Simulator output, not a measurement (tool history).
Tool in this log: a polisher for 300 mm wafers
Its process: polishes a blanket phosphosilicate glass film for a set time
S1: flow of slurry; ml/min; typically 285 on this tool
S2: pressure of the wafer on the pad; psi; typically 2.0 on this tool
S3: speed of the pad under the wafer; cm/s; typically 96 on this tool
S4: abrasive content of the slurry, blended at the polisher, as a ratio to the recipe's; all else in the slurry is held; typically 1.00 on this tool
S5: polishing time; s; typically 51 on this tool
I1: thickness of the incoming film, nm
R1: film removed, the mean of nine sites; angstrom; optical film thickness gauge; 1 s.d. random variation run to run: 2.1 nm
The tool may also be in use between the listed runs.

{"run": 1, "day": 0.0, "S1": 285, "S2": 2.0, "S3": 96, "S4": 1.0, "S5": 51, "I1": 3092.8, "R1": 2387}
{"run": 2, "day": 1.054, "S1": 285, "S2": 2.0, "S3": 96, "S4": 1.0, "S5": 51, "I1": 3162.3, "R1": 2424}
{"run": 3, "day": 2.175, "S1": 285, "S2": 2.0, "S3": 96, "S4": 1.0, "S5": 51, "I1": 3122.5, "R1": 2398}
{"run": 4, "day": 2.921, "S1": 285, "S2": 2.0, "S3": 96, "S4": 1.0, "S5": 51, "I1": 3082.7, "R1": 2391}
{"run": 5, "day": 3.75, "S1": 285, "S2": 2.0, "S3": 96, "S4": 1.0, "S5": 51, "I1": 3163.3, "R1": 2451}
{"day": 4.396, "done": "worn pad replaced by a new one"}
{"day": 4.758, "done": "conditioning disc replaced and pad reconditioned"}
{"run": 6, "day": 4.779, "S1": 285, "S2": 2.0, "S3": 96, "S4": 1.0, "S5": 51, "I1": 3112.7, "R1": 2421}
{"run": 7, "day": 6.029, "S1": 285, "S2": 2.0, "S3": 96, "S4": 1.0, "S5": 51, "I1": 3195.5, "R1": 2461}
{"run": 8, "day": 6.742, "S1": 285, "S2": 2.0, "S3": 96, "S4": 1.0, "S5": 51, "I1": 3155.3, "R1": 2471}
{"run": 9, "day": 7.692, "S1": 285, "S2": 2.0, "S3": 96, "S4": 1.0, "S5": 51, "I1": 3062.5, "R1": 2468}
{"run": 10, "day": 8.612, "S1": 285, "S2": 1.5, "S3": 96, "S4": 1.0, "S5": 51, "I1": 3124.2, "R1": 1874}
{"run": 11, "day": 10.033, "S1": 285, "S2": 1.5, "S3": 96, "S4": 1.0, "S5": 51, "I1": 3138.7, "R1": 1877}
{"run": 12, "day": 10.667, "S1": 285, "S2": 2.0, "S3": 96, "S4": 1.0, "S5": 51, "I1": 3068.1, "R1": 2543}
{"day": 11.079, "done": "worn pad replaced by a new one"}
{"run": 13, "day": 11.296, "S1": 195, "S2": 2.0, "S3": 96, "S4": 0.9, "S5": 46, "I1": 3113.7, "R1": 2059}
{"day": 11.7, "done": "slurry nozzle cleaned"}
{"run": 14, "day": 11.929, "S1": 285, "S2": 2.0, "S3": 96, "S4": 1.0, "S5": 45, "I1": 3102.4, "R1": 2179}
{"day": 12.104, "done": "slurry blender recalibrated"}
{"day": 12.325, "done": "conditioning disc replaced and pad reconditioned"}
{"run": 15, "day": 13.004, "S1": 285, "S2": 2.0, "S3": 96, "S4": 1.2, "S5": 57, "I1": 3138.6, "R1": 2994}
{"run": 16, "day": 13.588, "S1": 285, "S2": 1.4, "S3": 68, "S4": 1.0, "S5": 56, "I1": 3074.7, "R1": 1487}
{"run": 17, "day": 14.612, "S1": 285, "S2": 2.0, "S3": 96, "S4": 1.0, "S5": 51, "I1": 3150.4, "R1": 2533}
{"run": 18, "day": 15.912, "S1": 360, "S2": 2.4, "S3": 96, "S4": 1.25, "S5": 51, "I1": 3154.1, "R1": 3439}
{"run": 19, "day": 16.446, "S1": 285, "S2": 2.0, "S3": 96, "S4": 1.0, "S5": 51, "I1": 3106.1, "R1": 2563}
{"day": 17.375, "done": "worn pad replaced by a new one"}
{"day": 17.638, "done": "head pressure recalibrated"}
{"run": 20, "day": 17.658, "S1": 285, "S2": 2.0, "S3": 96, "S4": 1.0, "S5": 51, "I1": 3163.9, "R1": 2281}

What does the tool deliver on the next run?
{"run": 21, "day": 18.417, "S1": 285, "S2": 2.0, "S3": 96, "S4": 1.0, "S5": 51, "I1": 3109.2, "R1": "?"}

R1: 2224 angstrom
Had the tool carried no hidden state, the very same run would have given R1 2257 angstrom.

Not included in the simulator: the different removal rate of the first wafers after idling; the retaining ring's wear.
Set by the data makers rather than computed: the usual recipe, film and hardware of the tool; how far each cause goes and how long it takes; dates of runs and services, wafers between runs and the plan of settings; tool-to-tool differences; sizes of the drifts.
